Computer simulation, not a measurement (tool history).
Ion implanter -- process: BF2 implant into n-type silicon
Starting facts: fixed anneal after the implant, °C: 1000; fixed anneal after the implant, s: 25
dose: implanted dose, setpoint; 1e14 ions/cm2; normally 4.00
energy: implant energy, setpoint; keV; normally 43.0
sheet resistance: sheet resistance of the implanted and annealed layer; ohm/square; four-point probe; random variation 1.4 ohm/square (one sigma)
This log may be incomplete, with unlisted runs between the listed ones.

run    hour  dose  energy  read-back reference wafer on the same gauge, sheet resistance  sheet resistance
  1     0.0  4.00    43.0                                                         223.97            257.19
  2    45.7  4.00    43.0                                                         224.08            258.57
  3    85.6  4.00    43.0                                                         223.98            260.64
  4   246.8  3.67    43.0                                                         224.12            279.43
  5   323.9  3.67    43.0                                                         223.89            279.40
  6   369.8  4.00    43.0                                                         224.10            259.53
  7   432.8  4.00    43.0                                                         224.04            259.20
  8   485.8  4.00    43.0                                                         224.00            260.41
  9   545.4  3.46    43.0                                                         223.82            294.26
 10   593.5  3.46    43.0                                                         224.19            295.21
 11   638.9  3.46    43.0                                                         223.99            296.30
 12   681.7  4.00    31.5                                                         223.95            266.03
      683.3  -- gauge calibrated
 13   741.2  4.00    31.5                                                         224.04            268.95
 14   801.8  5.13    32.5                                                         223.95            216.64
 15   876.7  4.00    43.0                                                         224.11            259.43
 16   962.5  4.00    43.0                                                         224.21            260.90
 17  1022.7  2.83    49.5                                                         223.81            349.80
     1042.6  -- extraction supply calibrated
 18  1179.2  4.00    55.5                                                         223.87            256.44
 19  1223.9  2.99    48.0                                                         223.57            335.89
 20  1283.2  4.52    49.0                                                         224.20            236.69
 21  1364.1  3.02    36.0                                                         224.10            344.55
 22  1465.0  4.00    43.0                                                         224.04            267.38
 23  1505.4  5.14    32.0                                                         224.29            222.73
     1540.3  -- Faraday cup replaced and dose calibrated
 24  1551.5  3.46    43.0                                                         223.98            292.30
 25  1639.1  3.45    43.0                                                         223.88            295.28
 26  1716.8  3.13    50.5                                                         223.72            316.62
 27  1807.5  4.95    36.0                                                         224.04            219.67
 28  1880.1  3.58    38.0                                                         224.09            288.46
 29  1956.8  4.00    43.0                                                         223.95            263.07

For run 30, what comes out?
 30  2007.9  5.14    32.0                                                              ?                 ?

Run 30 produced read-back reference wafer on the same gauge, sheet resistance 223.75, sheet resistance 216.59 ohm/square.
Were there no unlogged condition in the tool, this run, its random variation unchanged, would have produced sheet resistance 216.07 ohm/square.

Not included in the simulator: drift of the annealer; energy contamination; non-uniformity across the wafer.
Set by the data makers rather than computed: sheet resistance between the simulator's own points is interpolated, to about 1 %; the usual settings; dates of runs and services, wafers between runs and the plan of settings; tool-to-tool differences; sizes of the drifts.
